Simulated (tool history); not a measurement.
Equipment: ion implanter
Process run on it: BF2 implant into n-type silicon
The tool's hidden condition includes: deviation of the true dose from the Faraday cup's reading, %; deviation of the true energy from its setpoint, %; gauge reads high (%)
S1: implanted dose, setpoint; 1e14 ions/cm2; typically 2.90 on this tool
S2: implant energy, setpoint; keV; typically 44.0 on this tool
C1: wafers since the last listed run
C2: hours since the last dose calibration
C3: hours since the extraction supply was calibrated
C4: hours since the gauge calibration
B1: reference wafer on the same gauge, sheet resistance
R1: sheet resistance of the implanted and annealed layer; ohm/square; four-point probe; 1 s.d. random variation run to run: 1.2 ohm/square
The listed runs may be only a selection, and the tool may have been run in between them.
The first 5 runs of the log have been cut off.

| run | hour | S1 | S2 | C1 | C2 | C3 | C4 | B1 | R1 |
|---|---|---|---|---|---|---|---|---|---|
| 6 | 165.4 | 2.90 | 44.0 | 459 | 92.6 | 6111.6 | 665.6 | 339.10 | 359.62 |
| 7 | 196.3 | 2.90 | 44.0 | 483 | 123.5 | 6142.5 | 696.5 | 339.04 | 360.71 |
| 8 | 296.4 | 2.90 | 44.0 | 1564 | 223.6 | 6242.6 | 796.6 | 338.92 | 360.93 |
|  | 326.6 | extraction supply calibrated |
| 9 | 327.9 | 2.90 | 33.0 | 367 | 255.1 | 1.3 | 828.1 | 339.14 | 371.78 |
| 10 | 341.6 | 2.90 | 33.0 | 214 | 268.8 | 15.0 | 841.8 | 339.20 | 369.56 |
| 11 | 373.9 | 2.90 | 33.0 | 504 | 301.1 | 47.3 | 874.1 | 338.85 | 369.69 |
| 12 | 401.8 | 2.90 | 44.0 | 436 | 329.0 | 75.2 | 902.0 | 339.18 | 361.61 |
| 13 | 426.7 | 2.90 | 44.0 | 389 | 353.9 | 100.1 | 926.9 | 338.83 | 362.13 |
| 14 | 443.1 | 2.90 | 49.5 | 256 | 370.3 | 116.5 | 943.3 | 338.90 | 355.32 |
| 15 | 476.0 | 2.90 | 33.5 | 514 | 403.2 | 149.4 | 976.2 | 338.89 | 369.97 |
| 16 | 498.0 | 2.90 | 33.5 | 343 | 425.2 | 171.4 | 998.2 | 338.95 | 372.82 |
| 17 | 520.8 | 2.90 | 44.0 | 356 | 448.0 | 194.2 | 1021.0 | 338.98 | 360.01 |
| 18 | 548.4 | 2.05 | 33.5 | 431 | 475.6 | 221.8 | 1048.6 | 339.07 | 497.23 |
| 19 | 593.9 | 2.21 | 37.0 | 711 | 521.1 | 267.3 | 1094.1 | 339.11 | 458.15 |
| 20 | 607.4 | 2.21 | 33.5 | 211 | 534.6 | 280.8 | 1107.6 | 338.86 | 464.00 |
| 21 | 642.5 | 2.28 | 35.5 | 548 | 569.7 | 315.9 | 1142.7 | 338.96 | 451.18 |
| 22 | 670.1 | 2.47 | 33.0 | 431 | 597.3 | 343.5 | 1170.3 | 339.06 | 424.50 |
|  | 687.3 | Faraday cup replaced and dose calibrated |
| 23 | 696.9 | 2.90 | 55.0 | 293 | 9.6 | 370.3 | 1197.1 | 339.06 | 349.66 |

What will run 24 give?
| 24 | 728.8 | 2.90 | 44.0 | 498 | 41.5 | 402.2 | 1229.0 | ? | ? |

Run 24 yielded B1 338.79, R1 361.72 ohm/square.
Without the tool's hidden state the same run would have given R1 361.72 ohm/square.
